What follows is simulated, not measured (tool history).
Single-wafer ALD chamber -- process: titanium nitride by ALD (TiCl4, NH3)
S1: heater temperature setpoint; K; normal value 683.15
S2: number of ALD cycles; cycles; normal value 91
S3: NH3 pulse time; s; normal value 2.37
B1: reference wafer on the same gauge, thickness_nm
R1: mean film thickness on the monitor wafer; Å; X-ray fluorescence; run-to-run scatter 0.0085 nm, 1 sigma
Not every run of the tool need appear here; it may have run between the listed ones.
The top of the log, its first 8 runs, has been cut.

| run | hour | S1 | S2 | S3 | B1 | R1 |
|---|---|---|---|---|---|---|
| 9 | 500.3 | 683.15 | 91 | 2.04 | 1.527 | 18.57 |
| 10 | 586.5 | 683.15 | 91 | 2.04 | 1.522 | 18.39 |
| 11 | 651.5 | 683.15 | 91 | 2.04 | 1.517 | 18.56 |
| 12 | 712.3 | 688.15 | 91 | 2.37 | 1.517 | 18.64 |
| 13 | 749.7 | 688.15 | 91 | 2.37 | 1.514 | 18.62 |
| 14 | 793.3 | 688.15 | 91 | 2.37 | 1.513 | 18.5 |
| 15 | 888.9 | 683.15 | 91 | 2.74 | 1.507 | 18.52 |
| 16 | 986.1 | 683.15 | 91 | 2.37 | 1.505 | 18.39 |
| 17 | 1071.4 | 694.15 | 99 | 3.2 | 1.501 | 20.32 |
| 18 | 1119.2 | 683.15 | 96 | 3 | 1.498 | 19.42 |
|  | 1172 | gauge calibrated |
| 19 | 1207 | 673.15 | 80 | 2.85 | 1.542 | 16.7 |
| 20 | 1255.5 | 692.15 | 75 | 2.37 | 1.539 | 15.64 |
|  | 1269.4 | thermocouple changed; heater temperature recalibrated |
| 21 | 1340.8 | 695.15 | 96 | 2.8 | 1.537 | 20.11 |
| 22 | 1560.1 | 683.15 | 91 | 2.37 | 1.528 | 18.87 |
|  | 1583.8 | showerhead replaced |
| 23 | 1645.5 | 683.15 | 91 | 2.06 | 1.525 | 18.57 |
| 24 | 1690.1 | 673.15 | 91 | 2.74 | 1.521 | 18.91 |
| 25 | 1754.1 | 695.15 | 96 | 2.8 | 1.518 | 19.96 |
| 26 | 1860.3 | 671.15 | 91 | 2.37 | 1.515 | 18.37 |
| 27 | 2055.6 | 683.15 | 91 | 2.37 | 1.506 | 18.58 |
| 28 | 2132.2 | 697.15 | 103 | 1.59 | 1.501 | 20.64 |
| 29 | 2220.7 | 683.15 | 91 | 2.37 | 1.5 | 18.37 |
| 30 | 2319.5 | 683.15 | 91 | 3.23 | 1.493 | 18.42 |
| 31 | 2412.1 | 695.15 | 73 | 1.64 | 1.493 | 14.46 |
| 32 | 2492.7 | 675.15 | 80 | 2.37 | 1.487 | 15.98 |

Below are 3 alternative next runs, each starting from the tool's condition after run 32. Predict each:
| A | 2493.3 | 683.15 | 91 | 2.37 | ? | ? |
| B | 2493.3 | 677.15 | 91 | 2.82 | ? | ? |
| C | 2493.3 | 668.15 | 96 | 1.7 | ? | ? |

| run | B1 | R1 |
|---|---|---|
| A | 1.491 | 18.18 |
| B | 1.491 | 18.27 |
| C | 1.491 | 18.66 |
With the hidden condition removed and each run's random variation left untouched, the same runs would have given:
| run | R1 |
|---|---|
| A | 18.95 |
| B | 19.04 |
| C | 19.44 |
